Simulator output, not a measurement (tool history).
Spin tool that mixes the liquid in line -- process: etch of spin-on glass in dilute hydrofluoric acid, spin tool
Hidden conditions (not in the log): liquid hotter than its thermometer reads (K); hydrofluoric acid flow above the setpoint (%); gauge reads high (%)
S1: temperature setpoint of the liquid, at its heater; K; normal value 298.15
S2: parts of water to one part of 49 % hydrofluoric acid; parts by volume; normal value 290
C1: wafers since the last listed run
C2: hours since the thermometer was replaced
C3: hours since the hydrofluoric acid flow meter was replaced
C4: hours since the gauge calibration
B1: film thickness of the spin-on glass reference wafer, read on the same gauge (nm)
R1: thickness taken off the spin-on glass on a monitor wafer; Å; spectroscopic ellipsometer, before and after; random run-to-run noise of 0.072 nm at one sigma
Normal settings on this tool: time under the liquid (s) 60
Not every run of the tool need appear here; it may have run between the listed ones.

run 1 hour=0.0 | S1=301.65 S2=290 time_under_the_liquid_(s)=60 | C1=0 C2=2133.5 C3=115.4 C4=735.6 | B1=139.96 | R1=134.0
-- hour=80.2 gauge calibrated
run 2 hour=90.2 | S1=301.65 S2=290 time_under_the_liquid_(s)=60 | C1=1259 C2=2223.7 C3=205.6 C4=10.0 | B1=140.00 | R1=134.1
run 3 hour=127.4 | S1=298.15 S2=290 time_under_the_liquid_(s)=60 | C1=519 C2=2260.9 C3=242.8 C4=47.2 | B1=139.98 | R1=119.5
run 4 hour=233.0 | S1=298.15 S2=290 time_under_the_liquid_(s)=60 | C1=1474 C2=2366.5 C3=348.4 C4=152.8 | B1=140.01 | R1=121.0
run 5 hour=301.9 | S1=298.15 S2=290 time_under_the_liquid_(s)=60 | C1=962 C2=2435.4 C3=417.3 C4=221.7 | B1=140.01 | R1=120.0
run 6 hour=369.7 | S1=294.65 S2=290 time_under_the_liquid_(s)=60 | C1=946 C2=2503.2 C3=485.1 C4=289.5 | B1=139.99 | R1=106.8
run 7 hour=429.8 | S1=294.65 S2=290 time_under_the_liquid_(s)=60 | C1=839 C2=2563.3 C3=545.2 C4=349.6 | B1=139.99 | R1=108.1
run 8 hour=521.0 | S1=298.15 S2=385 time_under_the_liquid_(s)=60 | C1=1273 C2=2654.5 C3=636.4 C4=440.8 | B1=140.00 | R1=84.2
run 9 hour=624.8 | S1=298.15 S2=385 time_under_the_liquid_(s)=60 | C1=1449 C2=2758.3 C3=740.2 C4=544.6 | B1=139.99 | R1=84.4
-- hour=678.0 thermometer replaced
run 10 hour=730.5 | S1=298.15 S2=290 time_under_the_liquid_(s)=60 | C1=1461 C2=52.5 C3=845.9 C4=650.3 | B1=140.02 | R1=121.9
run 11 hour=816.0 | S1=298.15 S2=330 time_under_the_liquid_(s)=60 | C1=1193 C2=138.0 C3=931.4 C4=735.8 | B1=140.01 | R1=104.5
run 12 hour=901.5 | S1=301.15 S2=180 time_under_the_liquid_(s)=85 | C1=1193 C2=223.5 C3=1016.9 C4=821.3 | B1=140.00 | R1=352.2
run 13 hour=962.4 | S1=299.65 S2=290 time_under_the_liquid_(s)=95 | C1=850 C2=284.4 C3=1077.8 C4=882.2 | B1=139.99 | R1=206.0
-- hour=980.9 gauge calibrated
run 14 hour=1037.4 | S1=301.15 S2=290 time_under_the_liquid_(s)=75 | C1=1047 C2=359.4 C3=1152.8 C4=56.5 | B1=140.01 | R1=172.7
run 15 hour=1102.5 | S1=299.65 S2=420 time_under_the_liquid_(s)=45 | C1=909 C2=424.5 C3=1217.9 C4=121.6 | B1=140.01 | R1=60.0
run 16 hour=1170.9 | S1=298.15 S2=350 time_under_the_liquid_(s)=60 | C1=955 C2=492.9 C3=1286.3 C4=190.0 | B1=140.02 | R1=97.2
-- hour=1182.2 hydrofluoric acid flow meter replaced
run 17 hour=1275.9 | S1=296.65 S2=290 time_under_the_liquid_(s)=40 | C1=1452 C2=597.9 C3=93.7 C4=295.0 | B1=139.98 | R1=74.6
run 18 hour=1333.5 | S1=299.65 S2=290 time_under_the_liquid_(s)=95 | C1=804 C2=655.5 C3=151.3 C4=352.6 | B1=140.02 | R1=197.0
run 19 hour=1379.3 | S1=293.65 S2=200 time_under_the_liquid_(s)=60 | C1=639 C2=701.3 C3=197.1 C4=398.4 | B1=139.97 | R1=160.8
run 20 hour=1421.6 | S1=302.15 S2=165 time_under_the_liquid_(s)=60 | C1=590 C2=743.6 C3=239.4 C4=440.7 | B1=140.00 | R1=274.8
run 21 hour=1493.8 | S1=298.15 S2=290 time_under_the_liquid_(s)=60 | C1=1008 C2=815.8 C3=311.6 C4=512.9 | B1=139.96 | R1=119.8

Selected run-to-run steps in R1, each split into two signed amounts: the part the tool would show with no hidden state at all (from settings, incoming material and random variation), and the remainder, which goes to the hidden state together with any gauge scatter not common to the measured and the hidden-state-free results:
Run 11 -> 12: S1 298.15 -> 301.15, S2 330 -> 180, time under the liquid (s) 60 -> 85. R1 +247.7 Å: hidden state +10.7, all else +237.0.
Run 14 -> 15: S1 301.15 -> 299.65, S2 290 -> 420, time under the liquid (s) 75 -> 45. R1 -112.7 Å: hidden state -5.5, all else -107.2.
Run 20 -> 21: S1 302.15 -> 298.15, S2 165 -> 290. R1 -155.0 Å: hidden state -1.7, all else -153.3.

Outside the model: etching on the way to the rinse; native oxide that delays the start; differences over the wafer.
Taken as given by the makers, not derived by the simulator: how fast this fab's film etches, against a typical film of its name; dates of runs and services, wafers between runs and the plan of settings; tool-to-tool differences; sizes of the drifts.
